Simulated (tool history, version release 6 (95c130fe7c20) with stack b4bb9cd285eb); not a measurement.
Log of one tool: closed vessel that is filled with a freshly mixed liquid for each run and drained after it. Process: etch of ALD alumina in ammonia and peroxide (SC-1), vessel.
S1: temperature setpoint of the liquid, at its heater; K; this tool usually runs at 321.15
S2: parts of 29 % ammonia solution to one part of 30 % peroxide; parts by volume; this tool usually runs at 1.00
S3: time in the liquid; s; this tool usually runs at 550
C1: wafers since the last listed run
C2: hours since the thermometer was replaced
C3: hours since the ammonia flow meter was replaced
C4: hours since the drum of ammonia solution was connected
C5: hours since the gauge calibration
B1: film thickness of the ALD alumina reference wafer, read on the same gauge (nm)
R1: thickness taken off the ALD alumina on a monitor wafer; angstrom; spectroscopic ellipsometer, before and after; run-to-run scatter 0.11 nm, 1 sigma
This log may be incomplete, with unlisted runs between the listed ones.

run	hour	S1	S2	S3	C1	C2	C3	C4	C5	B1	R1
1	0.0	321.15	1.00	550	0	2026.6	340.3	444.6	456.7	79.98	490.9
2	13.1	321.15	1.00	550	1255	2039.7	353.4	457.7	469.8	79.99	489.8
3	37.5	321.15	1.00	550	2337	2064.1	377.8	482.1	494.2	80.02	489.5
4	72.3	321.15	1.00	550	3334	2098.9	412.6	516.9	529.0	80.02	489.5
5	90.7	321.15	1.00	550	1762	2117.3	431.0	535.3	547.4	80.01	491.4
6	108.4	321.15	1.00	550	1695	2135.0	448.7	553.0	565.1	80.00	493.0
7	137.3	321.15	1.00	550	2769	2163.9	477.6	581.9	594.0	80.00	492.1
8	165.3	321.15	1.00	550	2682	2191.9	505.6	609.9	622.0	79.99	491.7
9	188.5	318.15	1.00	550	2222	2215.1	528.8	633.1	645.2	80.01	416.4
10	219.4	321.15	1.00	550	2960	2246.0	559.7	664.0	676.1	80.01	493.3
# hour 242.0: thermometer replaced
11	250.2	321.15	1.15	550	2855	8.2	590.5	694.8	706.9	79.97	456.7
12	283.9	324.65	1.20	550	3228	41.9	624.2	728.5	740.6	80.00	555.0
# hour 285.4: ammonia flow meter replaced
13	312.5	321.15	1.00	550	2644	70.5	27.1	757.1	769.2	79.99	454.3
14	338.2	321.15	1.20	780	2462	96.2	52.8	782.8	794.9	80.01	656.2

Run 15 comes next. What will it give?
15	372.6	321.15	1.00	550	3296	130.6	87.2	817.2	829.3	?	?

{"run 15": {"B1": 79.99, "R1": 456.3}}
Take away the tool's hidden state, keep the run-to-run variation as it was, and the same run would have given R1 453.8 angstrom.
